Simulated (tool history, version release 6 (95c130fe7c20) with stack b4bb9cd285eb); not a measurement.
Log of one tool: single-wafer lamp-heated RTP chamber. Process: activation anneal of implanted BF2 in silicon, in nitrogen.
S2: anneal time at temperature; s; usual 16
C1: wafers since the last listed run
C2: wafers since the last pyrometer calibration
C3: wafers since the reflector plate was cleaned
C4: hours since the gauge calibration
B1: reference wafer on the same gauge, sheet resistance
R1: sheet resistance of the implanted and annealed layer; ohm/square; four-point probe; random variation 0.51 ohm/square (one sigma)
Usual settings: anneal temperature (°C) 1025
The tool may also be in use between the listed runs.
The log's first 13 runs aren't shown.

-- hour=415.9 reflector plate cleaned
run 14 hour=428.4 | anneal_temperature_(°C)=1025 S2=16 | C1=324 C2=2539 C3=259 C4=970.8 | B1=161.10 | R1=164.03
run 15 hour=448.2 | anneal_temperature_(°C)=1025 S2=16 | C1=411 C2=2950 C3=671 C4=990.6 | B1=161.06 | R1=164.31
run 16 hour=472.9 | anneal_temperature_(°C)=1025 S2=16 | C1=513 C2=3463 C3=1184 C4=1015.3 | B1=161.00 | R1=163.76
-- hour=498.0 pyrometer window cleaned and pyrometer calibrated
run 17 hour=503.7 | anneal_temperature_(°C)=1025 S2=16 | C1=473 C2=117 C3=1658 C4=1046.1 | B1=161.08 | R1=166.74
run 18 hour=519.8 | anneal_temperature_(°C)=1013 S2=16 | C1=334 C2=451 C3=1992 C4=1062.2 | B1=160.88 | R1=177.88
run 19 hour=554.8 | anneal_temperature_(°C)=1055 S2=8 | C1=727 C2=1179 C3=2720 C4=1097.2 | B1=160.87 | R1=154.54
run 20 hour=570.3 | anneal_temperature_(°C)=1002 S2=16 | C1=322 C2=1501 C3=3042 C4=1112.7 | B1=161.05 | R1=185.95
run 21 hour=598.7 | anneal_temperature_(°C)=1047 S2=9 | C1=590 C2=2091 C3=3632 C4=1141.1 | B1=161.06 | R1=155.63
-- hour=628.8 reflector plate cleaned
run 22 hour=629.3 | anneal_temperature_(°C)=1052 S2=23 | C1=469 C2=2560 C3=9 C4=1171.7 | B1=161.05 | R1=139.11
run 23 hour=641.6 | anneal_temperature_(°C)=1013 S2=9 | C1=255 C2=2816 C3=265 C4=1184.0 | B1=161.02 | R1=191.54
run 24 hour=662.8 | anneal_temperature_(°C)=1025 S2=16 | C1=440 C2=3256 C3=705 C4=1205.2 | B1=161.07 | R1=163.30
run 25 hour=687.5 | anneal_temperature_(°C)=1014 S2=12 | C1=513 C2=3770 C3=1219 C4=1229.9 | B1=161.05 | R1=182.48
-- hour=691.7 gauge calibrated
-- hour=719.3 pyrometer window cleaned and pyrometer calibrated
run 26 hour=719.8 | anneal_temperature_(°C)=1004 S2=11 | C1=504 C2=9 C3=1723 C4=28.1 | B1=160.98 | R1=200.57
run 27 hour=735.6 | anneal_temperature_(°C)=1025 S2=16 | C1=328 C2=338 C3=2052 C4=43.9 | B1=161.10 | R1=165.59
run 28 hour=762.1 | anneal_temperature_(°C)=1041 S2=23 | C1=550 C2=888 C3=2602 C4=70.4 | B1=160.93 | R1=146.58
run 29 hour=792.9 | anneal_temperature_(°C)=1013 S2=16 | C1=639 C2=1528 C3=3242 C4=101.2 | B1=161.11 | R1=174.80
run 30 hour=822.1 | anneal_temperature_(°C)=1034 S2=19 | C1=606 C2=2135 C3=3849 C4=130.4 | B1=161.06 | R1=150.84
run 31 hour=844.1 | anneal_temperature_(°C)=1010 S2=16 | C1=457 C2=2592 C3=4306 C4=152.4 | B1=160.98 | R1=173.21
-- hour=863.5 reflector plate cleaned
-- hour=928.4 pyrometer window cleaned and pyrometer calibrated
run 32 hour=931.2 | anneal_temperature_(°C)=1001 S2=10 | C1=1477 C2=58 C3=1240 C4=239.5 | B1=161.04 | R1=205.16
run 33 hour=960.0 | anneal_temperature_(°C)=1047 S2=23 | C1=598 C2=656 C3=1839 C4=268.3 | B1=160.93 | R1=142.22

The next listed run, before its measurement:
run 34 hour=976.2 | anneal_temperature_(°C)=1025 S2=16 | C1=336 C2=993 C3=2175 C4=284.5 | B1=? | R1=?

{"run 34": {"B1": 160.75, "R1": 163.25}}
Without the tool's hidden state the same run would have given R1 167.79 ohm/square.
